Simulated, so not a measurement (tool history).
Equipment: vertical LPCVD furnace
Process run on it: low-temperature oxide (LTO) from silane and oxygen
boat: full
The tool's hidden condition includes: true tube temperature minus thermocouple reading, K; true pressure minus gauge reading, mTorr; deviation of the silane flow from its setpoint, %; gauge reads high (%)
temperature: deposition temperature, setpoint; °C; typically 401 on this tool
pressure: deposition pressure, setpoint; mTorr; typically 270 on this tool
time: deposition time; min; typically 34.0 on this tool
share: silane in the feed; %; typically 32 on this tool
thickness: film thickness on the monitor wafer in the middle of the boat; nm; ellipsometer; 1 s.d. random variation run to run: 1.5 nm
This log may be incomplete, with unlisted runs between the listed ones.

run,hour,temperature,pressure,time,share,wafers since the last listed run,hours since the last temperature calibration,hours since the pressure gauge was zeroed,hours since the silane flow controller was replaced,hours since the gauge calibration,"read-back reference wafer on the same gauge, thickness",thickness
1,0.0,401,270,34.0,32,0,1458.9,4189.1,1448.2,443.7,328.10,314.81
2,54.2,401,270,34.0,32,858,1513.1,4243.3,1502.4,497.9,328.36,316.08
3,77.7,401,270,34.0,32,372,1536.6,4266.8,1525.9,521.4,327.71,313.29
4,145.3,401,270,34.0,32,1071,1604.2,4334.4,1593.5,589.0,328.20,315.67
5,166.4,401,270,34.0,32,334,1625.3,4355.5,1614.6,610.1,327.80,317.26
6,189.2,394,270,29.5,32,361,1648.1,4378.3,1637.4,632.9,327.74,251.34
7,223.5,394,270,29.5,32,543,1682.4,4412.6,1671.7,667.2,328.48,250.93
8,246.5,401,270,34.0,32,364,1705.4,4435.6,1694.7,690.2,328.61,312.45
9,263.6,401,270,34.0,32,270,1722.5,4452.7,1711.8,707.3,328.24,313.84
10,282.6,401,270,34.0,32,301,1741.5,4471.7,1730.8,726.3,328.49,314.10
# hour 332.7: thermocouples replaced and temperature profile calibrated
11,333.2,401,270,34.0,32,421,0.5,4522.3,1781.4,776.9,327.76,298.35
12,346.2,401,270,34.0,32,206,13.5,4535.3,1794.4,789.9,328.27,300.26
13,376.6,395,250,34.0,36,481,43.9,4565.7,1824.8,820.3,327.42,306.61
# hour 464.0: silane flow controller replaced
14,473.0,401,325,34.0,34,1147,140.3,4662.1,9.0,916.7,327.78,393.39
15,502.6,401,320,34.0,35,469,169.9,4691.7,38.6,946.3,328.51,406.13
16,538.5,397,270,34.0,32,568,205.8,4727.6,74.5,982.2,328.33,289.09
# hour 575.5: pressure gauge zeroed
17,576.0,401,270,34.0,32,213,243.3,0.5,112.0,1019.7,328.30,305.28
18,594.1,401,270,20.5,32,286,261.4,18.6,130.1,1037.8,328.94,183.06
# hour 595.1: gauge calibrated
19,608.5,401,270,34.0,32,228,275.8,33.0,144.5,13.4,327.93,306.44
20,629.4,412,270,26.0,32,331,296.7,53.9,165.4,34.3,328.38,264.07
21,645.9,412,270,26.0,32,261,313.2,70.4,181.9,50.8,328.22,263.71
22,720.7,401,270,34.0,32,1185,388.0,145.2,256.7,125.6,327.81,307.19
23,819.5,405,330,34.0,32,1565,486.8,244.0,355.5,224.4,328.30,392.88
24,841.1,391,270,34.0,34,342,508.4,265.6,377.1,246.0,327.81,299.12
25,862.0,401,230,34.0,32,331,529.3,286.5,398.0,266.9,328.15,264.56
26,889.4,401,270,34.0,32,434,556.7,313.9,425.4,294.3,328.35,308.76
27,905.8,401,270,39.0,32,259,573.1,330.3,441.8,310.7,327.74,354.02
28,926.9,401,270,45.5,32,334,594.2,351.4,462.9,331.8,328.41,412.30
29,957.9,401,205,34.0,32,491,625.2,382.4,493.9,362.8,327.73,235.67
30,975.7,401,270,21.0,32,282,643.0,400.2,511.7,380.6,327.62,191.39

Below are 5 alternative next runs, each starting from the tool's condition after run 30. Predict each:
A,979.8,401,270,34.0,32,64,647.1,404.3,515.8,384.7,?,?
B,979.8,412,325,46.5,30,64,647.1,404.3,515.8,384.7,?,?
C,979.8,401,270,34.0,36,64,647.1,404.3,515.8,384.7,?,?
D,979.8,412,270,34.0,35,64,647.1,404.3,515.8,384.7,?,?
E,979.8,413,270,34.0,30,64,647.1,404.3,515.8,384.7,?,?

run,"read-back reference wafer on the same gauge, thickness",thickness
A,328.05,311.84
B,328.05,531.22
C,328.05,365.63
D,328.05,397.94
E,328.05,326.33
Stripped of hidden state, with their random variation kept, the same runs would have yielded:
run,thickness
A,301.44
B,513.96
C,353.79
D,385.49
E,315.76

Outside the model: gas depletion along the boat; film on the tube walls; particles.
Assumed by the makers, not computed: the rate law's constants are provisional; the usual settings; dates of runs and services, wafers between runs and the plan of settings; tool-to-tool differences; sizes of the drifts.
